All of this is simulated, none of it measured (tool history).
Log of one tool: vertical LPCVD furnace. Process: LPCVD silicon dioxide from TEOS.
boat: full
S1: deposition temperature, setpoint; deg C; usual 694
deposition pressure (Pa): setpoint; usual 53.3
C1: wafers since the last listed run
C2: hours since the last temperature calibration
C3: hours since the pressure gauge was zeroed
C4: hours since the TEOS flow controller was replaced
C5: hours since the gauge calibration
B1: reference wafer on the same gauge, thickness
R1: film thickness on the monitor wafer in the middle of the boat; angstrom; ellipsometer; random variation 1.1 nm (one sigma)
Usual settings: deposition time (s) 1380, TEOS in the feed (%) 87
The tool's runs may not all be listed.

run 1 hour=0 | S1=700 deposition_pressure_(Pa)=53.3 deposition_time_(s)=1020 TEOS_in_the_feed_(%)=87 | C1=0 C2=3699.5 C3=3349.5 C4=2924.5 C5=874.5 | B1=226.54 | R1=1896.4
-- hour=31.5 thermocouples replaced and temperature profile calibrated
run 2 hour=32 | S1=700 deposition_pressure_(Pa)=53.3 deposition_time_(s)=1020 TEOS_in_the_feed_(%)=87 | C1=160 C2=0.5 C3=3381.5 C4=2956.5 C5=906.5 | B1=227.36 | R1=1729.2
-- hour=64.3 pressure gauge zeroed
run 3 hour=103.4 | S1=694 deposition_pressure_(Pa)=53.3 deposition_time_(s)=1380 TEOS_in_the_feed_(%)=87 | C1=953 C2=71.9 C3=39.1 C4=3027.9 C5=977.9 | B1=227.02 | R1=2072.7
run 4 hour=116.5 | S1=694 deposition_pressure_(Pa)=53.3 deposition_time_(s)=1380 TEOS_in_the_feed_(%)=87 | C1=263 C2=85 C3=52.2 C4=3041 C5=991 | B1=227.2 | R1=2071.7
run 5 hour=142.7 | S1=694 deposition_pressure_(Pa)=42.7 deposition_time_(s)=1380 TEOS_in_the_feed_(%)=77 | C1=526 C2=111.2 C3=78.4 C4=3067.2 C5=1017.2 | B1=227.16 | R1=1747.8
run 6 hour=156.6 | S1=694 deposition_pressure_(Pa)=42.7 deposition_time_(s)=1380 TEOS_in_the_feed_(%)=77 | C1=279 C2=125.1 C3=92.3 C4=3081.1 C5=1031.1 | B1=226.82 | R1=1742.4
run 7 hour=178.3 | S1=694 deposition_pressure_(Pa)=53.3 deposition_time_(s)=1380 TEOS_in_the_feed_(%)=87 | C1=436 C2=146.8 C3=114 C4=3102.8 C5=1052.8 | B1=226.96 | R1=2078
run 8 hour=210.2 | S1=694 deposition_pressure_(Pa)=53.3 deposition_time_(s)=1380 TEOS_in_the_feed_(%)=87 | C1=641 C2=178.7 C3=145.9 C4=3134.7 C5=1084.7 | B1=227 | R1=2066.2
run 9 hour=230.6 | S1=694 deposition_pressure_(Pa)=53.3 deposition_time_(s)=1380 TEOS_in_the_feed_(%)=87 | C1=410 C2=199.1 C3=166.3 C4=3155.1 C5=1105.1 | B1=226.95 | R1=2067.9
run 10 hour=258.5 | S1=694 deposition_pressure_(Pa)=62 deposition_time_(s)=1770 TEOS_in_the_feed_(%)=92 | C1=561 C2=227 C3=194.2 C4=3183 C5=1133 | B1=226.91 | R1=2959.3
run 11 hour=279.7 | S1=694 deposition_pressure_(Pa)=53.3 deposition_time_(s)=1380 TEOS_in_the_feed_(%)=87 | C1=426 C2=248.2 C3=215.4 C4=3204.2 C5=1154.2 | B1=226.78 | R1=2070.7
run 12 hour=294.8 | S1=688 deposition_pressure_(Pa)=53.3 deposition_time_(s)=1380 TEOS_in_the_feed_(%)=87 | C1=303 C2=263.3 C3=230.5 C4=3219.3 C5=1169.3 | B1=226.87 | R1=1806.2
run 13 hour=311.1 | S1=694 deposition_pressure_(Pa)=53.3 deposition_time_(s)=1380 TEOS_in_the_feed_(%)=87 | C1=327 C2=279.6 C3=246.8 C4=3235.6 C5=1185.6 | B1=227.25 | R1=2083.8
run 14 hour=329.7 | S1=694 deposition_pressure_(Pa)=47.3 deposition_time_(s)=1380 TEOS_in_the_feed_(%)=74 | C1=374 C2=298.2 C3=265.4 C4=3254.2 C5=1204.2 | B1=226.67 | R1=1804.5
run 15 hour=362.5 | S1=694 deposition_pressure_(Pa)=53.3 deposition_time_(s)=1920 TEOS_in_the_feed_(%)=97 | C1=659 C2=331 C3=298.2 C4=3287 C5=1237 | B1=226.85 | R1=3053.9
-- hour=370 gauge calibrated
-- hour=429.5 TEOS flow controller replaced
run 16 hour=431.7 | S1=698 deposition_pressure_(Pa)=53.3 deposition_time_(s)=1230 TEOS_in_the_feed_(%)=87 | C1=909 C2=400.2 C3=367.4 C4=2.2 C5=61.7 | B1=227.21 | R1=2032.3
run 17 hour=452.2 | S1=694 deposition_pressure_(Pa)=53.3 deposition_time_(s)=1380 TEOS_in_the_feed_(%)=87 | C1=412 C2=420.7 C3=387.9 C4=22.7 C5=82.2 | B1=226.87 | R1=2093.5
run 18 hour=487.5 | S1=687 deposition_pressure_(Pa)=53.3 deposition_time_(s)=1380 TEOS_in_the_feed_(%)=93 | C1=709 C2=456 C3=423.2 C4=58 C5=117.5 | B1=227.19 | R1=1825.9
run 19 hour=508.3 | S1=694 deposition_pressure_(Pa)=53.3 deposition_time_(s)=1380 TEOS_in_the_feed_(%)=80 | C1=418 C2=476.8 C3=444 C4=78.8 C5=138.3 | B1=226.93 | R1=1997.3
run 20 hour=531.4 | S1=697 deposition_pressure_(Pa)=53.3 deposition_time_(s)=1380 TEOS_in_the_feed_(%)=87 | C1=464 C2=499.9 C3=467.1 C4=101.9 C5=161.4 | B1=227.11 | R1=2245.3
run 21 hour=565.5 | S1=687 deposition_pressure_(Pa)=53.3 deposition_time_(s)=1380 TEOS_in_the_feed_(%)=87 | C1=685 C2=534 C3=501.2 C4=136 C5=195.5 | B1=227.15 | R1=1759.9
run 22 hour=579.5 | S1=700 deposition_pressure_(Pa)=48.7 deposition_time_(s)=1200 TEOS_in_the_feed_(%)=87 | C1=281 C2=548 C3=515.2 C4=150 C5=209.5 | B1=227.04 | R1=2026.8
run 23 hour=593.6 | S1=694 deposition_pressure_(Pa)=53.3 deposition_time_(s)=1380 TEOS_in_the_feed_(%)=87 | C1=283 C2=562.1 C3=529.3 C4=164.1 C5=223.6 | B1=226.84 | R1=2098.2
run 24 hour=633.5 | S1=700 deposition_pressure_(Pa)=53.3 deposition_time_(s)=1380 TEOS_in_the_feed_(%)=87 | C1=802 C2=602 C3=569.2 C4=204 C5=263.5 | B1=227.33 | R1=2414.1
run 25 hour=719.7 | S1=694 deposition_pressure_(Pa)=53.3 deposition_time_(s)=1380 TEOS_in_the_feed_(%)=95 | C1=1733 C2=688.2 C3=655.4 C4=290.2 C5=349.7 | B1=227.06 | R1=2194.8
run 26 hour=755.4 | S1=694 deposition_pressure_(Pa)=53.3 deposition_time_(s)=1380 TEOS_in_the_feed_(%)=87 | C1=717 C2=723.9 C3=691.1 C4=325.9 C5=385.4 | B1=226.6 | R1=2104.7
run 27 hour=788.9 | S1=694 deposition_pressure_(Pa)=41.3 deposition_time_(s)=1380 TEOS_in_the_feed_(%)=93 | C1=673 C2=757.4 C3=724.6 C4=359.4 C5=418.9 | B1=227.21 | R1=1909.1
run 28 hour=805.5 | S1=694 deposition_pressure_(Pa)=53.3 deposition_time_(s)=1380 TEOS_in_the_feed_(%)=87 | C1=333 C2=774 C3=741.2 C4=376 C5=435.5 | B1=227.07 | R1=2109.5
run 29 hour=838 | S1=694 deposition_pressure_(Pa)=53.3 deposition_time_(s)=1770 TEOS_in_the_feed_(%)=97 | C1=653 C2=806.5 C3=773.7 C4=408.5 C5=468 | B1=227.13 | R1=2824.5
run 30 hour=866.1 | S1=694 deposition_pressure_(Pa)=53.3 deposition_time_(s)=1560 TEOS_in_the_feed_(%)=87 | C1=565 C2=834.6 C3=801.8 C4=436.6 C5=496.1 | B1=226.99 | R1=2390.5

Forecast each of these 5 alternatives for the next run:
run A hour=869.5 | S1=694 deposition_pressure_(Pa)=53.3 deposition_time_(s)=1380 TEOS_in_the_feed_(%)=87 | C1=68 C2=838 C3=805.2 C4=440 C5=499.5 | B1=? | R1=?
run B hour=869.5 | S1=705 deposition_pressure_(Pa)=53.3 deposition_time_(s)=1380 TEOS_in_the_feed_(%)=87 | C1=68 C2=838 C3=805.2 C4=440 C5=499.5 | B1=? | R1=?
run C hour=869.5 | S1=694 deposition_pressure_(Pa)=53.3 deposition_time_(s)=1380 TEOS_in_the_feed_(%)=81 | C1=68 C2=838 C3=805.2 C4=440 C5=499.5 | B1=? | R1=?
run D hour=869.5 | S1=687 deposition_pressure_(Pa)=53.3 deposition_time_(s)=1800 TEOS_in_the_feed_(%)=87 | C1=68 C2=838 C3=805.2 C4=440 C5=499.5 | B1=? | R1=?
run E hour=869.5 | S1=686 deposition_pressure_(Pa)=53.3 deposition_time_(s)=1380 TEOS_in_the_feed_(%)=87 | C1=68 C2=838 C3=805.2 C4=440 C5=499.5 | B1=? | R1=?

run=A B1=227.22 R1=2117.5
run=B B1=227.22 R1=2732.2
run=C B1=227.22 R1=2043.1
run=D B1=227.22 R1=2341.1
run=E B1=227.22 R1=1752.6
Without the tool's hidden state the same runs would have given:
run=A R1=2006.9
run=B R1=2592.7
run=C R1=1936.5
run=D R1=2217.2
run=E R1=1659.6

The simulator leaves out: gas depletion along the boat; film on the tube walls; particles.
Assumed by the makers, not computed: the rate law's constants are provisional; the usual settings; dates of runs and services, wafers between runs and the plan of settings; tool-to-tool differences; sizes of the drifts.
